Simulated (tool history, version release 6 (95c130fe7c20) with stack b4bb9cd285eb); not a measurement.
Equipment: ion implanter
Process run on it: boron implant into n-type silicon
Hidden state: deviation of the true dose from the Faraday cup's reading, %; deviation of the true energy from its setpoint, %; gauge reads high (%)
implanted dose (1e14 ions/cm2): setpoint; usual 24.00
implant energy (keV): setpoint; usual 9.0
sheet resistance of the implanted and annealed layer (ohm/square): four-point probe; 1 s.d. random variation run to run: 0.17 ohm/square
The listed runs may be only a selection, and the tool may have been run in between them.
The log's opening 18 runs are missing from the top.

run	hour	implanted dose (1e14 ions/cm2)	implant energy (keV)	wafers since the last listed run	hours since the last dose calibration	hours since the extraction supply was calibrated	hours since the gauge calibration	read-back reference wafer on the same gauge, sheet resistance	sheet resistance of the implanted and annealed layer (ohm/square)
19	276.5	18.65	7.0	179	1967.9	121.7	360.6	92.57	133.00
20	285.7	30.29	11.0	250	1977.1	130.9	369.8	92.61	98.70
21	294.6	28.60	10.0	242	1986.0	139.8	378.7	92.62	105.00
# hour 300.7: gauge calibrated
22	305.6	26.77	11.5	299	1997.0	150.8	4.9	93.98	98.64
23	321.2	19.77	9.0	424	2012.6	166.4	20.5	93.81	117.91
24	334.8	26.77	11.5	370	2026.2	180.0	34.1	93.72	98.49
25	342.0	25.96	10.0	195	2033.4	187.2	41.3	93.68	107.27
26	349.5	24.00	9.0	204	2040.9	194.7	48.8	93.56	115.01
27	357.8	24.00	9.0	225	2049.2	203.0	57.1	93.55	114.86
28	366.5	28.39	11.0	236	2057.9	211.7	65.8	93.48	100.15
# hour 381.2: Faraday cup replaced and dose calibrated
29	381.7	24.00	9.0	195	0.5	226.9	81.0	93.40	114.40
30	395.5	26.51	10.0	375	14.3	240.7	94.8	93.28	106.57
31	405.0	24.00	9.0	258	23.8	250.2	104.3	93.27	114.55
32	421.2	26.54	11.0	440	40.0	266.4	120.5	93.19	100.68
33	428.4	29.53	9.0	195	47.2	273.6	127.7	93.15	112.47
34	444.1	22.14	11.5	427	62.9	289.3	143.4	93.06	101.27
35	455.3	31.00	10.5	304	74.1	300.5	154.6	93.03	101.65
36	471.6	24.00	7.5	443	90.4	316.8	170.9	93.01	126.79
37	517.8	18.14	11.5	1256	136.6	363.0	217.1	92.88	105.44
38	528.0	24.00	12.0	277	146.8	373.2	227.3	92.83	97.12

Branching from run 38: 3 alternative next runs. What would each branch give?
A	528.4	24.00	9.0	10	147.2	373.6	227.7	?	?
B	528.4	26.04	12.0	10	147.2	373.6	227.7	?	?
C	528.4	27.28	11.5	10	147.2	373.6	227.7	?	?

run	read-back reference wafer on the same gauge, sheet resistance	sheet resistance of the implanted and annealed layer (ohm/square)
A	92.87	114.03
B	92.87	95.63
C	92.87	97.33
Had the tool no hidden state, the same runs would have come out as:
run	sheet resistance of the implanted and annealed layer (ohm/square)
A	115.45
B	96.81
C	98.54

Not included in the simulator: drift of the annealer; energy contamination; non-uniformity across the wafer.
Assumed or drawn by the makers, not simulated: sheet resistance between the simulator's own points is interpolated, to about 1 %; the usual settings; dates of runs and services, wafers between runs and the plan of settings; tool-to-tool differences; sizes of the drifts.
